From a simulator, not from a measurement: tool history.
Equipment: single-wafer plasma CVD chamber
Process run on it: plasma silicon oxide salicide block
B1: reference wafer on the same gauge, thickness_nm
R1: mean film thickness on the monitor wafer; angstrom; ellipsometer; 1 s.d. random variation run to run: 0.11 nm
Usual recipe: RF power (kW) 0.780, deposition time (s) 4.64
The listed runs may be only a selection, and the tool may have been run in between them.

Run 1, day 0.000: usual settings; B1 44.368. Result: R1 506.56 angstrom.
Run 2, day 0.571: usual settings; B1 44.446. Result: R1 505.81 angstrom.
Run 3, day 1.338: usual settings; B1 44.421. Result: R1 504.75 angstrom.
Run 4, day 2.442: usual settings; B1 44.348. Result: R1 504.58 angstrom.
Run 5, day 3.012: usual settings; B1 44.388. Result: R1 501.88 angstrom.
Run 6, day 3.538: usual settings; B1 44.401. Result: R1 503.11 angstrom.
Run 7, day 5.021: usual settings but deposition time (s) 3.99; B1 44.367. Result: R1 433.58 angstrom.
Run 8, day 5.579: usual settings but deposition time (s) 3.99; B1 44.391. Result: R1 434.90 angstrom.
Run 9, day 6.446: usual settings; B1 44.413. Result: R1 503.07 angstrom.
Run 10, day 8.200: usual settings but RF power (kW) 0.670; B1 44.395. Result: R1 468.77 angstrom.
Run 11, day 8.792: usual settings but RF power (kW) 0.670; B1 44.410. Result: R1 467.61 angstrom.
Run 12, day 9.958: usual settings; B1 44.413. Result: R1 503.44 angstrom.
Run 13, day 10.946: usual settings; B1 44.412. Result: R1 501.09 angstrom.
Run 14, day 12.175: usual settings; B1 44.405. Result: R1 501.86 angstrom.
Run 15, day 15.629: usual settings; B1 44.427. Result: R1 499.36 angstrom.
Run 16, day 16.667: usual settings; B1 44.390. Result: R1 500.07 angstrom.
Run 17, day 17.642: usual settings; B1 44.410. Result: R1 499.40 angstrom.
Run 18, day 18.567: usual settings but deposition time (s) 4.28; B1 44.392. Result: R1 459.07 angstrom.
Run 19, day 19.696: usual settings; B1 44.420. Result: R1 501.60 angstrom.
At day 20.696: showerhead replaced, of another model than before.
Run 20, day 20.717: usual settings; B1 44.386. Result: R1 489.67 angstrom.
Run 21, day 24.192: usual settings; B1 44.406. Result: R1 491.19 angstrom.
Run 22, day 28.508: usual settings but deposition time (s) 5.12; B1 44.411. Result: R1 539.88 angstrom.
Run 23, day 29.038: usual settings; B1 44.444. Result: R1 486.80 angstrom.
Run 24, day 29.833: usual settings but RF power (kW) 0.640, deposition time (s) 4.08; B1 44.401. Result: R1 361.15 angstrom.
At day 31.133: gauge calibrated.
Run 25, day 31.200: usual settings but deposition time (s) 4.25; B1 44.386. Result: R1 445.00 angstrom.
Run 26, day 31.829: usual settings but RF power (kW) 0.930; B1 44.372. Result: R1 544.56 angstrom.
Run 27, day 33.079: usual settings but deposition time (s) 4.25; B1 44.462. Result: R1 444.47 angstrom.
At day 33.462: RF generator calibrated.
Run 28, day 37.279: usual settings but deposition time (s) 4.01; B1 44.381. Result: R1 442.93 angstrom.
Run 29, day 37.988: usual settings but RF power (kW) 0.910, deposition time (s) 4.05; B1 44.399. Result: R1 493.72 angstrom.
Run 30, day 39.267: usual settings but deposition time (s) 4.90; B1 44.374. Result: R1 539.41 angstrom.
Run 31, day 40.183: usual settings but deposition time (s) 4.20; B1 44.406. Result: R1 462.97 angstrom.
Run 32, day 40.867: usual settings but RF power (kW) 0.920, deposition time (s) 5.07; B1 44.418. Result: R1 620.51 angstrom.
Run 33, day 41.667: usual settings but deposition time (s) 5.13; B1 44.346. Result: R1 563.43 angstrom.
Run 34, day 42.396: usual settings but RF power (kW) 0.650, deposition time (s) 3.89; B1 44.386. Result: R1 364.13 angstrom.
Run 35, day 43.417: usual settings but deposition time (s) 3.90; B1 44.445. Result: R1 426.57 angstrom.
Run 36, day 44.788: usual settings but RF power (kW) 0.630, deposition time (s) 4.96; B1 44.380. Result: R1 448.24 angstrom.

Table of differences, measured result less the result of that run with no hidden state. Run-to-run variation is the same in both. Gauge scatter possibly is not:
What the log doesn't record here: delivered RF power above the setpoint (%); gauge reads high (%).
run      R1
  1   -8.75
  2   -8.89
  3   -9.07
  4   -9.34
  5   -9.44
  6   -9.60
  7   -8.60
  8   -8.75
  9  -10.35
 10  -10.07
 11  -10.18
 12  -11.26
 13  -11.47
 14  -11.81
 15  -12.64
 16  -12.94
 17  -13.18
 18  -12.34
 19  -13.78
 20  -22.86
 21  -24.51
 22  -29.13
 23  -26.51
 24  -19.94
 25  -25.15
 26  -31.11
 27  -25.92
 28   -2.02
 29   -2.53
 30   -3.30
 31   -3.16
 32   -4.57
 33   -4.49
 34   -3.11
 35   -3.99
 36   -4.68
